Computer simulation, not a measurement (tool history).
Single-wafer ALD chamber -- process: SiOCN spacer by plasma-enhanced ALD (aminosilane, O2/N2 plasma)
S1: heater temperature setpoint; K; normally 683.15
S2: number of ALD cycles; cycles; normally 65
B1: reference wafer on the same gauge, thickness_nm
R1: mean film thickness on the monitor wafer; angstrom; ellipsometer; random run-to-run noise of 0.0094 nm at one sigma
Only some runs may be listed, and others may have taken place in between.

Run 1, hour 0: usual settings but S1 677.15 K; B1 4.17. Result: R1 37.93 angstrom.
Run 2, hour 11.5: usual settings but S1 677.15 K; B1 4.166. Result: R1 38.12 angstrom.
Run 3, hour 26.5: usual settings but S1 677.15 K; B1 4.172. Result: R1 38.02 angstrom.
Run 4, hour 32.8: usual settings; B1 4.168. Result: R1 37.35 angstrom.
Run 5, hour 44.3: usual settings; B1 4.17. Result: R1 37.43 angstrom.
Run 6, hour 57.7: usual settings; B1 4.166. Result: R1 37.4 angstrom.
Run 7, hour 72.5: usual settings; B1 4.168. Result: R1 37.25 angstrom.
Run 8, hour 89: usual settings but S2 53 cycles; B1 4.169. Result: R1 30.48 angstrom.

The next listed run, before its measurement:
At hour 89.9: gauge calibrated.
At hour 98.4: thermocouple changed; heater temperature recalibrated.
Run 9, hour 98.9: usual settings but S1 674.15 K, S2 54 cycles; B1 ?. Result: R1 ?.

{"run 9": {"B1": 4.171, "R1": 31.69}}
With no hidden state in the tool, this same run would have given R1 31.69 angstrom.

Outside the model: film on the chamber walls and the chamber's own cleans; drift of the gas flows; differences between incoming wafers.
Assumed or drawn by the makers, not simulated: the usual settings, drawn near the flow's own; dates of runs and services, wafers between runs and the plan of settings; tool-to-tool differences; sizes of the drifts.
